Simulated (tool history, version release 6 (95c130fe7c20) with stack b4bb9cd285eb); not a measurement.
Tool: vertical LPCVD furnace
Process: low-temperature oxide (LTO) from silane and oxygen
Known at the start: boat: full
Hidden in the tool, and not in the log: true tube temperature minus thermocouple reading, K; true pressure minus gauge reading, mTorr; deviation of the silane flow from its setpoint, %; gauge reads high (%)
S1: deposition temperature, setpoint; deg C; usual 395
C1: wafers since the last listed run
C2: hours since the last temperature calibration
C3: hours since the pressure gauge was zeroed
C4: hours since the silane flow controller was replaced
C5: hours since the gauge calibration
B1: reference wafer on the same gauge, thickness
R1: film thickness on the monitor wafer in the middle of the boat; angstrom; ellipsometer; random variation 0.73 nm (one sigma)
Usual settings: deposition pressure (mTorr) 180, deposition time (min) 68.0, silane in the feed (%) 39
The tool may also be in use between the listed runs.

Run 1, hour 0.0: usual settings but S1 403 deg C; C1 0; C2 4650.0; C3 3939.4; C4 6845.1; C5 280.2; B1 390.94. Result: R1 5113.5 angstrom.
Run 2, hour 9.9: usual settings; C1 108; C2 4659.9; C3 3949.3; C4 6855.0; C5 290.1; B1 391.04. Result: R1 4665.1 angstrom.
Run 3, hour 24.5: usual settings; C1 159; C2 4674.5; C3 3963.9; C4 6869.6; C5 304.7; B1 391.02. Result: R1 4661.6 angstrom.
Run 4, hour 38.5: usual settings; C1 153; C2 4688.5; C3 3977.9; C4 6883.6; C5 318.7; B1 390.99. Result: R1 4670.5 angstrom.
Run 5, hour 55.7: usual settings; C1 188; C2 4705.7; C3 3995.1; C4 6900.8; C5 335.9; B1 390.95. Result: R1 4661.7 angstrom.
Run 6, hour 68.8: usual settings; C1 143; C2 4718.8; C3 4008.2; C4 6913.9; C5 349.0; B1 391.11. Result: R1 4673.5 angstrom.
Run 7, hour 83.6: usual settings; C1 162; C2 4733.6; C3 4023.0; C4 6928.7; C5 363.8; B1 390.94. Result: R1 4669.0 angstrom.
Run 8, hour 102.3: usual settings but S1 403 deg C, deposition pressure (mTorr) 165; C1 204; C2 4752.3; C3 4041.7; C4 6947.4; C5 382.5; B1 390.99. Result: R1 4667.3 angstrom.
Run 9, hour 142.1: usual settings but S1 403 deg C, deposition pressure (mTorr) 165; C1 436; C2 4792.1; C3 4081.5; C4 6987.2; C5 422.3; B1 391.06. Result: R1 4642.6 angstrom.
At hour 176.1: silane flow controller replaced.
Run 10, hour 176.6: usual settings; C1 115; C2 4826.6; C3 4116.0; C4 0.5; C5 456.8; B1 391.14. Result: R1 4654.7 angstrom.
Run 11, hour 181.2: usual settings; C1 50; C2 4831.2; C3 4120.6; C4 5.1; C5 461.4; B1 390.89. Result: R1 4667.9 angstrom.
Run 12, hour 206.3: usual settings; C1 275; C2 4856.3; C3 4145.7; C4 30.2; C5 486.5; B1 390.83. Result: R1 4661.7 angstrom.
Run 13, hour 222.8: usual settings; C1 180; C2 4872.8; C3 4162.2; C4 46.7; C5 503.0; B1 391.07. Result: R1 4655.1 angstrom.
Run 14, hour 231.4: usual settings; C1 94; C2 4881.4; C3 4170.8; C4 55.3; C5 511.6; B1 391.07. Result: R1 4662.7 angstrom.
Run 15, hour 246.6: usual settings but S1 387 deg C, deposition pressure (mTorr) 225, deposition time (min) 61.0, silane in the feed (%) 42; C1 166; C2 4896.6; C3 4186.0; C4 70.5; C5 526.8; B1 390.81. Result: R1 5254.5 angstrom.
Run 16, hour 260.4: usual settings but deposition pressure (mTorr) 215; C1 151; C2 4910.4; C3 4199.8; C4 84.3; C5 540.6; B1 391.02. Result: R1 5604.5 angstrom.
At hour 262.0: gauge calibrated.
Run 17, hour 278.1: usual settings; C1 193; C2 4928.1; C3 4217.5; C4 102.0; C5 16.1; B1 390.98. Result: R1 4644.0 angstrom.
Run 18, hour 291.6: usual settings but S1 402 deg C, deposition pressure (mTorr) 165, deposition time (min) 42.5; C1 147; C2 4941.6; C3 4231.0; C4 115.5; C5 29.6; B1 390.92. Result: R1 2882.7 angstrom.
Run 19, hour 299.0: usual settings but deposition time (min) 90.5, silane in the feed (%) 33; C1 81; C2 4949.0; C3 4238.4; C4 122.9; C5 37.0; B1 390.95. Result: R1 4964.1 angstrom.
At hour 329.3: thermocouples replaced and temperature profile calibrated.
At hour 335.7: pressure gauge zeroed.
Run 20, hour 336.2: usual settings but deposition pressure (mTorr) 200; C1 74; C2 6.9; C3 0.5; C4 160.1; C5 74.2; B1 391.09. Result: R1 5394.4 angstrom.
Run 21, hour 340.8: usual settings but deposition time (min) 56.0, silane in the feed (%) 37; C1 50; C2 11.5; C3 5.1; C4 164.7; C5 78.8; B1 391.00. Result: R1 3751.7 angstrom.
Run 22, hour 345.4: usual settings; C1 50; C2 16.1; C3 9.7; C4 169.3; C5 83.4; B1 390.92. Result: R1 4863.6 angstrom.
Run 23, hour 350.0: usual settings but S1 399 deg C, deposition pressure (mTorr) 155, deposition time (min) 42.0, silane in the feed (%) 33; C1 50; C2 20.7; C3 14.3; C4 173.9; C5 88.0; B1 391.04. Result: R1 2177.8 angstrom.
Run 24, hour 355.9: usual settings but deposition pressure (mTorr) 145, silane in the feed (%) 46; C1 64; C2 26.6; C3 20.2; C4 179.8; C5 93.9; B1 390.92. Result: R1 4705.6 angstrom.
Run 25, hour 401.8: usual settings but S1 385 deg C; C1 502; C2 72.5; C3 66.1; C4 225.7; C5 139.8; B1 391.04. Result: R1 4343.1 angstrom.
Run 26, hour 414.3: usual settings but S1 401 deg C, deposition pressure (mTorr) 220, deposition time (min) 51.5; C1 136; C2 85.0; C3 78.6; C4 238.2; C5 152.3; B1 390.85. Result: R1 4801.2 angstrom.

Run 27 comes next. What will it give?
Run 27, hour 426.8: usual settings but S1 384 deg C, deposition time (min) 83.0; C1 136; C2 97.5; C3 91.1; C4 250.7; C5 164.8; B1 ?. Result: R1 ?.

B1: 391.10
R1: 5232.3 angstrom
Without the tool's hidden state the same run would have given R1 5249.2 angstrom.
